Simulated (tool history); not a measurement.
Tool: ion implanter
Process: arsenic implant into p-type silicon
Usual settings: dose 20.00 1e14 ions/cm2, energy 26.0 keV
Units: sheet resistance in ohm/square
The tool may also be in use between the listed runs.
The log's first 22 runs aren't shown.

| run | hour | dose | energy | wafers since the last listed run | hours since the last dose calibration | hours since the extraction supply was calibrated | hours since the gauge calibration | read-back reference wafer on the same gauge, sheet resistance | sheet resistance |
|---|---|---|---|---|---|---|---|---|---|
| 23 | 775.7 | 25.40 | 26.0 | 550 | 2183.6 | 153.1 | 1109.3 | 103.49 | 84.83 |
| 24 | 801.3 | 20.00 | 23.5 | 425 | 2209.2 | 178.7 | 1134.9 | 103.49 | 92.02 |
| 25 | 833.4 | 16.09 | 17.5 | 533 | 2241.3 | 210.8 | 1167.0 | 103.51 | 105.19 |
| 26 | 845.7 | 16.16 | 26.0 | 204 | 2253.6 | 223.1 | 1179.3 | 103.51 | 94.42 |
|  | 866.8 | gauge calibrated |
|  | 868.9 | Faraday cup replaced and dose calibrated |
| 27 | 869.4 | 20.00 | 26.0 | 261 | 0.5 | 246.8 | 2.6 | 103.47 | 90.41 |
| 28 | 885.1 | 20.00 | 26.0 | 261 | 16.2 | 262.5 | 18.3 | 103.50 | 90.18 |
| 29 | 904.4 | 20.00 | 26.0 | 320 | 35.5 | 281.8 | 37.6 | 103.48 | 90.08 |
| 30 | 977.4 | 18.12 | 35.0 | 1213 | 108.5 | 354.8 | 110.6 | 103.50 | 83.98 |
| 31 | 989.7 | 17.02 | 32.0 | 204 | 120.8 | 367.1 | 122.9 | 103.49 | 88.64 |
| 32 | 1012.2 | 17.26 | 26.0 | 374 | 143.3 | 389.6 | 145.4 | 103.51 | 93.98 |
| 33 | 1024.7 | 20.00 | 26.0 | 207 | 155.8 | 402.1 | 157.9 | 103.50 | 90.01 |
| 34 | 1044.9 | 20.00 | 26.0 | 335 | 176.0 | 422.3 | 178.1 | 103.50 | 89.95 |
| 35 | 1063.2 | 16.42 | 18.0 | 304 | 194.3 | 440.6 | 196.4 | 103.50 | 105.43 |
| 36 | 1080.2 | 23.52 | 19.0 | 282 | 211.3 | 457.6 | 213.4 | 103.51 | 96.02 |
| 37 | 1110.7 | 16.20 | 35.0 | 507 | 241.8 | 488.1 | 243.9 | 103.47 | 87.86 |
| 38 | 1137.0 | 20.00 | 19.0 | 437 | 268.1 | 514.4 | 270.2 | 103.51 | 98.98 |

3 ways to go on from here, each from the tool as it stands after run 38. What would each give?
| A | 1137.4 | 20.00 | 26.0 | 6 | 268.5 | 514.8 | 270.6 | ? | ? |
| B | 1137.4 | 22.09 | 22.0 | 6 | 268.5 | 514.8 | 270.6 | ? | ? |
| C | 1137.4 | 16.21 | 20.5 | 6 | 268.5 | 514.8 | 270.6 | ? | ? |

| run | read-back reference wafer on the same gauge, sheet resistance | sheet resistance |
|---|---|---|
| A | 103.51 | 90.10 |
| B | 103.51 | 92.98 |
| C | 103.51 | 102.41 |
Without the tool's hidden state the same runs would have given:
| run | sheet resistance |
|---|---|
| A | 89.93 |
| B | 92.81 |
| C | 102.25 |

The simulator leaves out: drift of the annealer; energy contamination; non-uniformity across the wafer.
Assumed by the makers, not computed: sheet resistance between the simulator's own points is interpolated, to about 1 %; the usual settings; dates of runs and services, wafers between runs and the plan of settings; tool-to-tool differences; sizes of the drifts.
